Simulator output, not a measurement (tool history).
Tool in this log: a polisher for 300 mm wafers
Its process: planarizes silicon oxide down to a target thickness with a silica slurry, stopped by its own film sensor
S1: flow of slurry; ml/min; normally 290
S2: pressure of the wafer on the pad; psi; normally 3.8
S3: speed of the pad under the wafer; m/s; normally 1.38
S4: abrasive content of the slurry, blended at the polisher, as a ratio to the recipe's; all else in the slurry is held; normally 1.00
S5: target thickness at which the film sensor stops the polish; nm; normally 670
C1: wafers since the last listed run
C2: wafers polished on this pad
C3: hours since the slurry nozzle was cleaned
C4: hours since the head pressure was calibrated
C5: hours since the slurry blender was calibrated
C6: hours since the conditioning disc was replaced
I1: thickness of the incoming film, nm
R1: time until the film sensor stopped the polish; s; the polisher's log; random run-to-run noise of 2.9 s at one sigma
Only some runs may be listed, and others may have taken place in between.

{"run": 1, "hour": 0.0, "S1": 290, "S2": 3.8, "S3": 1.38, "S4": 1.0, "S5": 670, "C1": 0, "C2": 843, "C3": 136.4, "C4": 1162.8, "C5": 60.1, "C6": 261.2, "I1": 1133.7, "R1": 195.7}
{"run": 2, "hour": 41.0, "S1": 290, "S2": 3.8, "S3": 1.38, "S4": 1.0, "S5": 670, "C1": 349, "C2": 1192, "C3": 177.4, "C4": 1203.8, "C5": 101.1, "C6": 302.2, "I1": 1130.6, "R1": 198.7}
{"hour": 67.3, "done": "worn pad replaced by a new one"}
{"hour": 81.0, "done": "slurry blender recalibrated"}
{"run": 3, "hour": 112.4, "S1": 290, "S2": 3.8, "S3": 1.38, "S4": 0.8, "S5": 670, "C1": 556, "C2": 366, "C3": 248.8, "C4": 1275.2, "C5": 31.4, "C6": 373.6, "I1": 1113.6, "R1": 222.5}
{"run": 4, "hour": 177.3, "S1": 290, "S2": 3.8, "S3": 1.38, "S4": 0.8, "S5": 670, "C1": 552, "C2": 919, "C3": 313.7, "C4": 1340.1, "C5": 96.3, "C6": 438.5, "I1": 1118.7, "R1": 233.2}
{"run": 5, "hour": 232.9, "S1": 290, "S2": 3.8, "S3": 1.38, "S4": 0.8, "S5": 670, "C1": 473, "C2": 1392, "C3": 369.3, "C4": 1395.7, "C5": 151.9, "C6": 494.1, "I1": 1115.3, "R1": 236.2}
{"hour": 239.5, "done": "worn pad replaced by a new one"}
{"hour": 241.7, "done": "conditioning disc replaced and pad reconditioned"}
{"hour": 244.1, "done": "slurry blender recalibrated"}
{"hour": 278.9, "done": "slurry nozzle cleaned"}
{"run": 6, "hour": 292.4, "S1": 290, "S2": 3.8, "S3": 1.38, "S4": 1.0, "S5": 670, "C1": 429, "C2": 407, "C3": 13.5, "C4": 1455.2, "C5": 48.3, "C6": 50.7, "I1": 1108.7, "R1": 227.2}
{"run": 7, "hour": 356.6, "S1": 290, "S2": 3.8, "S3": 1.38, "S4": 1.0, "S5": 670, "C1": 546, "C2": 954, "C3": 77.7, "C4": 1519.4, "C5": 112.5, "C6": 114.9, "I1": 1112.8, "R1": 228.3}
{"hour": 373.7, "done": "slurry blender recalibrated"}
{"hour": 374.6, "done": "worn pad replaced by a new one"}
{"run": 8, "hour": 404.7, "S1": 290, "S2": 3.8, "S3": 1.38, "S4": 1.0, "S5": 536, "C1": 384, "C2": 256, "C3": 125.8, "C4": 1567.5, "C5": 31.0, "C6": 163.0, "I1": 1124.3, "R1": 302.5}
{"hour": 416.0, "done": "conditioning disc replaced and pad reconditioned, repeated, since the last time left the tool worse"}
{"run": 9, "hour": 460.9, "S1": 330, "S2": 2.8, "S3": 1.38, "S4": 1.1, "S5": 670, "C1": 461, "C2": 717, "C3": 182.0, "C4": 1623.7, "C5": 87.2, "C6": 44.9, "I1": 1131.3, "R1": 213.5}
{"hour": 498.4, "done": "head pressure recalibrated"}
{"run": 10, "hour": 498.9, "S1": 290, "S2": 4.6, "S3": 1.24, "S4": 1.0, "S5": 670, "C1": 306, "C2": 1024, "C3": 220.0, "C4": 0.5, "C5": 125.2, "C6": 82.9, "I1": 1118.8, "R1": 155.1}
{"hour": 503.9, "done": "slurry blender recalibrated"}
{"hour": 533.1, "done": "worn pad replaced by a new one"}
{"run": 11, "hour": 565.4, "S1": 345, "S2": 3.8, "S3": 1.14, "S4": 1.0, "S5": 577, "C1": 515, "C2": 274, "C3": 286.5, "C4": 67.0, "C5": 61.5, "C6": 149.4, "I1": 1119.1, "R1": 243.8}
{"run": 12, "hour": 631.9, "S1": 290, "S2": 3.1, "S3": 1.38, "S4": 0.75, "S5": 670, "C1": 566, "C2": 840, "C3": 353.0, "C4": 133.5, "C5": 128.0, "C6": 215.9, "I1": 1117.7, "R1": 263.7}
{"hour": 658.2, "done": "slurry blender recalibrated"}
{"hour": 658.6, "done": "slurry nozzle cleaned"}
{"run": 13, "hour": 682.5, "S1": 290, "S2": 3.8, "S3": 1.38, "S4": 0.8, "S5": 670, "C1": 410, "C2": 1250, "C3": 23.9, "C4": 184.1, "C5": 24.3, "C6": 266.5, "I1": 1124.0, "R1": 218.6}
{"hour": 692.8, "done": "worn pad replaced by a new one"}
{"run": 14, "hour": 750.8, "S1": 370, "S2": 3.8, "S3": 1.52, "S4": 0.9, "S5": 810, "C1": 547, "C2": 493, "C3": 92.2, "C4": 252.4, "C5": 92.6, "C6": 334.8, "I1": 1121.2, "R1": 132.1}

5 ways to go on from here, each from the tool as it stands after run 14. What would each give?
{"run": "A", "hour": 751.3, "S1": 290, "S2": 3.8, "S3": 1.38, "S4": 1.25, "S5": 670, "C1": 4, "C2": 498, "C3": 92.7, "C4": 252.9, "C5": 93.1, "C6": 335.3, "I1": 1133.5, "R1": "?"}
{"run": "B", "hour": 751.3, "S1": 290, "S2": 3.0, "S3": 1.38, "S4": 1.0, "S5": 670, "C1": 4, "C2": 498, "C3": 92.7, "C4": 252.9, "C5": 93.1, "C6": 335.3, "I1": 1133.5, "R1": "?"}
{"run": "C", "hour": 751.3, "S1": 345, "S2": 4.3, "S3": 1.38, "S4": 0.75, "S5": 796, "C1": 4, "C2": 498, "C3": 92.7, "C4": 252.9, "C5": 93.1, "C6": 335.3, "I1": 1133.5, "R1": "?"}
{"run": "D", "hour": 751.3, "S1": 360, "S2": 3.8, "S3": 1.8, "S4": 1.0, "S5": 670, "C1": 4, "C2": 498, "C3": 92.7, "C4": 252.9, "C5": 93.1, "C6": 335.3, "I1": 1133.5, "R1": "?"}
{"run": "E", "hour": 751.3, "S1": 315, "S2": 3.8, "S3": 1.38, "S4": 0.75, "S5": 670, "C1": 4, "C2": 498, "C3": 92.7, "C4": 252.9, "C5": 93.1, "C6": 335.3, "I1": 1133.5, "R1": "?"}

run=A R1=167.9
run=B R1=233.2
run=C R1=149.5
run=D R1=155.9
run=E R1=230.3
Had the tool no hidden state, the same runs would have come out as:
run=A R1=142.5
run=B R1=203.5
run=C R1=124.8
run=D R1=127.4
run=E R1=195.4

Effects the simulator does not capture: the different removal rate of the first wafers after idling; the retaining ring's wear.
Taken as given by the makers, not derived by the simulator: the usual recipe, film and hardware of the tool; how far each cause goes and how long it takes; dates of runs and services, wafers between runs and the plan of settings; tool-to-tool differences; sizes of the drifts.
